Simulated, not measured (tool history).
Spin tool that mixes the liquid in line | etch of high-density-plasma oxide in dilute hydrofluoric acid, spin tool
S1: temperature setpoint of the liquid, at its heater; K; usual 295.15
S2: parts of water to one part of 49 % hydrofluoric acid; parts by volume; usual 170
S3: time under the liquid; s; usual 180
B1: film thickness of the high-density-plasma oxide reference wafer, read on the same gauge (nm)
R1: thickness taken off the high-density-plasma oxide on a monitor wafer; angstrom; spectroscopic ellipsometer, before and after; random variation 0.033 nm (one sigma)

Run 1, hour 0.0: usual settings; B1 39.995. Result: R1 46.34 angstrom.
Run 2, hour 7.6: usual settings but S3 265 s; B1 39.963. Result: R1 68.35 angstrom.
Run 3, hour 22.9: usual settings but S3 265 s; B1 40.032. Result: R1 68.92 angstrom.
Run 4, hour 30.1: usual settings but S2 130 parts by volume; B1 40.014. Result: R1 63.60 angstrom.
Run 5, hour 47.9: usual settings but S2 130 parts by volume; B1 39.990. Result: R1 63.70 angstrom.
Run 6, hour 59.6: usual settings; B1 40.012. Result: R1 46.31 angstrom.
Run 7, hour 73.2: usual settings; B1 39.991. Result: R1 47.05 angstrom.
Run 8, hour 81.0: usual settings but S2 145 parts by volume; B1 39.972. Result: R1 56.74 angstrom.
Run 9, hour 92.7: usual settings but S2 145 parts by volume; B1 40.036. Result: R1 56.73 angstrom.
Run 10, hour 100.9: usual settings but S2 145 parts by volume; B1 40.011. Result: R1 56.15 angstrom.
Run 11, hour 108.9: usual settings; B1 39.982. Result: R1 47.16 angstrom.
Run 12, hour 124.2: usual settings; B1 39.992. Result: R1 47.53 angstrom.
Run 13, hour 138.2: usual settings; B1 40.022. Result: R1 46.79 angstrom.
At hour 154.5: thermometer replaced.
Run 14, hour 161.3: usual settings but S1 290.15 K, S2 240 parts by volume, S3 85 s; B1 40.032. Result: R1 12.30 angstrom.
Run 15, hour 172.0: usual settings but S2 120 parts by volume, S3 110 s; B1 39.993. Result: R1 43.30 angstrom.
Run 16, hour 182.4: usual settings but S1 292.65 K, S2 200 parts by volume, S3 210 s; B1 40.004. Result: R1 40.98 angstrom.
Run 17, hour 197.3: usual settings but S3 225 s; B1 39.993. Result: R1 59.01 angstrom.
Run 18, hour 209.1: usual settings; B1 39.999. Result: R1 47.20 angstrom.
Run 19, hour 218.7: usual settings; B1 39.976. Result: R1 47.47 angstrom.
At hour 233.4: hydrofluoric acid flow meter replaced.
Run 20, hour 234.4: usual settings; B1 40.025. Result: R1 42.17 angstrom.
Run 21, hour 249.2: usual settings but S1 292.65 K; B1 40.005. Result: R1 38.93 angstrom.
Run 22, hour 262.7: usual settings but S1 299.15 K, S3 150 s; B1 40.048. Result: R1 42.08 angstrom.
Run 23, hour 276.4: usual settings but S1 297.65 K, S2 250 parts by volume, S3 235 s; B1 39.934. Result: R1 38.49 angstrom.
At hour 282.5: gauge calibrated.
Run 24, hour 287.7: usual settings but S2 125 parts by volume, S3 230 s; B1 39.990. Result: R1 78.42 angstrom.
Run 25, hour 303.3: usual settings; B1 40.044. Result: R1 43.55 angstrom.
Run 26, hour 317.0: usual settings; B1 40.022. Result: R1 42.78 angstrom.
Run 27, hour 332.4: usual settings but S1 297.65 K, S2 145 parts by volume, S3 80 s; B1 40.020. Result: R1 25.95 angstrom.
Run 28, hour 338.8: usual settings; B1 40.019. Result: R1 43.34 angstrom.
Run 29, hour 347.0: usual settings but S2 100 parts by volume, S3 100 s; B1 40.011. Result: R1 44.40 angstrom.
Run 30, hour 363.6: usual settings but S3 210 s; B1 39.956. Result: R1 51.27 angstrom.
Run 31, hour 400.3: usual settings; B1 40.000. Result: R1 43.49 angstrom.

5 ways to go on from here, each from the tool as it stands after run 31. What would each give?
Run A, hour 400.8: usual settings; B1 ?. Result: R1 ?.
Run B, hour 400.8: usual settings but S3 120 s; B1 ?. Result: R1 ?.
Run C, hour 400.8: usual settings but S2 120 parts by volume, S3 275 s; B1 ?. Result: R1 ?.
Run D, hour 400.8: usual settings but S2 140 parts by volume, S3 145 s; B1 ?. Result: R1 ?.
Run E, hour 400.8: usual settings but S1 299.65 K, S2 220 parts by volume, S3 75 s; B1 ?. Result: R1 ?.

run      B1      R1
  A  40.003   44.16
  B  40.003   29.44
  C  40.003  100.75
  D  40.003   44.57
  E  40.003   15.95
Without the tool's hidden state the same runs would have given:
run     R1
  A  41.65
  B  27.77
  C  95.24
  D  42.09
  E  15.00

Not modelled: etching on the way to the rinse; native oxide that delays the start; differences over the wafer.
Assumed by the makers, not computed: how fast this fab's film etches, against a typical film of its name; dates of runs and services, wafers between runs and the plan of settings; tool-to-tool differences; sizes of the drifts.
